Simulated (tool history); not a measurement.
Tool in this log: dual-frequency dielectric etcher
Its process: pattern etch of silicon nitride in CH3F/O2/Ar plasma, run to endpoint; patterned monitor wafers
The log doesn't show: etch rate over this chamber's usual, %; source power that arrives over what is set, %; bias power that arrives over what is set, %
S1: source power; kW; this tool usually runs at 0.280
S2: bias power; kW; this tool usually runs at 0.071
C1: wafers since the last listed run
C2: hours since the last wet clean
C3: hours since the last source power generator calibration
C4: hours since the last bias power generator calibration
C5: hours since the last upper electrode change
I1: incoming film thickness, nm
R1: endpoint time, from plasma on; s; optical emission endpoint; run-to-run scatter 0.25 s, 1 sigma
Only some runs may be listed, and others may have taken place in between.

run 1 day=0.000 | S1=0.280 S2=0.071 | C1=0 C2=318.0 C3=5327.8 C4=4178.0 C5=6390.7 | I1=52.1 | R1=86.4
run 2 day=0.404 | S1=0.280 S2=0.071 | C1=120 C2=327.7 C3=5337.5 C4=4187.7 C5=6400.4 | I1=51.8 | R1=85.7
run 3 day=0.958 | S1=0.280 S2=0.071 | C1=165 C2=341.0 C3=5350.8 C4=4201.0 C5=6413.7 | I1=52.2 | R1=86.7
run 4 day=1.412 | S1=0.280 S2=0.071 | C1=135 C2=351.9 C3=5361.7 C4=4211.9 C5=6424.6 | I1=51.6 | R1=86.3
run 5 day=2.062 | S1=0.280 S2=0.071 | C1=193 C2=367.5 C3=5377.3 C4=4227.5 C5=6440.2 | I1=52.4 | R1=87.5
-- day=2.654 bias power generator calibrated
run 6 day=2.700 | S1=0.280 S2=0.071 | C1=140 C2=382.8 C3=5392.6 C4=1.1 C5=6455.5 | I1=51.7 | R1=86.5
-- day=3.746 upper electrode replaced
run 7 day=3.767 | S1=0.280 S2=0.071 | C1=19 C2=408.4 C3=5418.2 C4=26.7 C5=0.5 | I1=52.2 | R1=87.2
run 8 day=3.779 | S1=0.280 S2=0.071 | C1=3 C2=408.7 C3=5418.5 C4=27.0 C5=0.8 | I1=51.7 | R1=86.4
-- day=3.971 source power generator calibrated
-- day=4.938 wet clean of the chamber
run 9 day=4.958 | S1=0.280 S2=0.071 | C1=14 C2=0.5 C3=23.7 C4=55.3 C5=29.1 | I1=52.2 | R1=83.9
run 10 day=4.971 | S1=0.230 S2=0.059 | C1=3 C2=0.8 C3=24.0 C4=55.6 C5=29.4 | I1=52.4 | R1=101.9
run 11 day=5.367 | S1=0.280 S2=0.071 | C1=117 C2=10.3 C3=33.5 C4=65.1 C5=38.9 | I1=52.5 | R1=83.7
run 12 day=5.917 | S1=0.280 S2=0.071 | C1=163 C2=23.5 C3=46.7 C4=78.3 C5=52.1 | I1=52.5 | R1=84.4
run 13 day=6.242 | S1=0.300 S2=0.064 | C1=96 C2=31.3 C3=54.5 C4=86.1 C5=59.9 | I1=52.1 | R1=85.0
run 14 day=7.508 | S1=0.220 S2=0.086 | C1=377 C2=61.7 C3=84.9 C4=116.5 C5=90.3 | I1=52.0 | R1=87.3
run 15 day=7.871 | S1=0.230 S2=0.079 | C1=107 C2=70.4 C3=93.6 C4=125.2 C5=99.0 | I1=52.1 | R1=89.1
run 16 day=8.121 | S1=0.280 S2=0.076 | C1=74 C2=76.4 C3=99.6 C4=131.2 C5=105.0 | I1=52.3 | R1=82.2

Below are 4 alternative next runs, each starting from the tool's condition after run 16. Predict each:
run A day=8.138 | S1=0.340 S2=0.071 | C1=4 C2=76.8 C3=100.0 C4=131.6 C5=105.4 | I1=52.3 | R1=?
run B day=8.138 | S1=0.320 S2=0.059 | C1=4 C2=76.8 C3=100.0 C4=131.6 C5=105.4 | I1=52.3 | R1=?
run C day=8.138 | S1=0.210 S2=0.084 | C1=4 C2=76.8 C3=100.0 C4=131.6 C5=105.4 | I1=52.3 | R1=?
run D day=8.138 | S1=0.250 S2=0.086 | C1=4 C2=76.8 C3=100.0 C4=131.6 C5=105.4 | I1=52.3 | R1=?

run=A R1=76.7
run=B R1=86.0
run=C R1=91.0
run=D R1=81.9
Had the tool no hidden state, the same runs would have come out as:
run=A R1=76.0
run=B R1=85.2
run=C R1=90.1
run=D R1=81.1
